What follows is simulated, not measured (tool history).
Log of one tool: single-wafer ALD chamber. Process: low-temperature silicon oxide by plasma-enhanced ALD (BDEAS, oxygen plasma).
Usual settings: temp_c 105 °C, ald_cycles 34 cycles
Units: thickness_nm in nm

run	hour	temp_c	ald_cycles	wafers since the last listed run	hours since the last thermocouple change	hours since the gauge calibration	read-back reference wafer on the same gauge, thickness_nm	thickness_nm
1	0.0	105	34	0	494.6	1084.5	5.136	5.029
2	79.3	105	34	448	573.9	1163.8	5.141	5.022
3	150.0	110	34	400	644.6	1234.5	5.137	4.987
4	242.8	105	34	525	737.4	1327.3	5.136	5.026
5	321.6	105	34	445	816.2	1406.1	5.139	5.043
6	416.5	105	34	537	911.1	1501.0	5.140	5.019
7	509.0	105	34	523	1003.6	1593.5	5.138	5.018
8	556.5	105	34	268	1051.1	1641.0	5.147	5.021
9	642.0	114	35	483	1136.6	1726.5	5.140	5.066
10	706.2	114	35	363	1200.8	1790.7	5.141	5.069
11	745.6	105	37	222	1240.2	1830.1	5.138	5.464
12	793.6	111	37	271	1288.2	1878.1	5.142	5.382
13	875.4	105	34	462	1370.0	1959.9	5.142	5.015
14	923.2	105	34	270	1417.8	2007.7	5.135	4.990
15	989.3	105	34	374	1483.9	2073.8	5.137	5.005
16	1060.5	105	34	402	1555.1	2145.0	5.144	5.032
# hour 1130.6: thermocouple changed; heater temperature recalibrated
17	1148.9	105	34	455	18.3	2233.4	5.143	5.079
18	1249.6	115	34	569	119.0	2334.1	5.141	4.966
# hour 1279.2: gauge calibrated
19	1339.6	105	30	509	209.0	60.4	5.140	4.494
20	1390.6	105	30	288	260.0	111.4	5.135	4.461
21	1475.4	105	30	479	344.8	196.2	5.133	4.446
22	1573.3	109	34	554	442.7	294.1	5.147	4.994
23	1611.4	96	28	215	480.8	332.2	5.140	4.212
24	1716.8	113	34	596	586.2	437.6	5.143	4.947
25	1789.8	105	41	413	659.2	510.6	5.139	6.065
26	1827.0	99	37	210	696.4	547.8	5.139	5.551
27	1877.9	105	34	288	747.3	598.7	5.143	5.038
28	1935.7	109	30	327	805.1	656.5	5.136	4.410
29	2001.5	110	38	372	870.9	722.3	5.140	5.593
30	2050.2	105	34	275	919.6	771.0	5.138	5.018
31	2114.4	100	36	363	983.8	835.2	5.136	5.402
32	2217.3	95	27	582	1086.7	938.1	5.143	4.063
33	2259.2	105	34	237	1128.6	980.0	5.140	5.033
34	2339.3	97	30	453	1208.7	1060.1	5.145	4.497
35	2412.7	105	31	415	1282.1	1133.5	5.137	4.579
36	2465.6	95	37	299	1335.0	1186.4	5.145	5.589
37	2504.6	114	35	220	1374.0	1225.4	5.139	5.084
38	2570.4	99	32	372	1439.8	1291.2	5.143	4.785
39	2657.4	97	27	492	1526.8	1378.2	5.143	4.034
40	2729.7	93	29	409	1599.1	1450.5	5.141	4.391
41	2835.6	105	34	599	1705.0	1556.4	5.133	5.029
42	2880.4	109	37	253	1749.8	1601.2	5.134	5.398
# hour 2889.0: thermocouple changed; heater temperature recalibrated
43	2958.2	114	34	395	69.2	1679.0	5.142	4.975
44	3021.6	115	37	358	132.6	1742.4	5.141	5.384
45	3199.3	117	28	1005	310.3	1920.1	5.135	4.069
# hour 3218.4: gauge calibrated
46	3251.8	114	39	297	362.8	33.4	5.141	5.677
47	3310.0	119	34	329	421.0	91.6	5.141	4.894

The same runs without the tool's hidden state, with the same run-to-run variation:
The hidden state here: wafer temperature above the value expected at the setpoint (K); gauge reads high (%).
run	thickness_nm
1	5.072
2	5.068
3	5.036
4	5.078
5	5.097
6	5.075
7	5.076
8	5.079
9	5.128
10	5.132
11	5.531
12	5.449
13	5.078
14	5.053
15	5.068
16	5.097
17	5.076
18	4.973
19	4.506
20	4.477
21	4.466
22	5.022
23	4.262
24	4.981
25	6.110
26	5.606
27	5.078
28	4.447
29	5.642
30	5.062
31	5.453
32	4.139
33	5.081
34	4.568
35	4.624
36	5.699
37	5.137
38	4.845
39	4.100
40	4.481
41	5.083
42	5.456
43	4.985
44	5.400
45	4.093
46	5.713
47	4.928
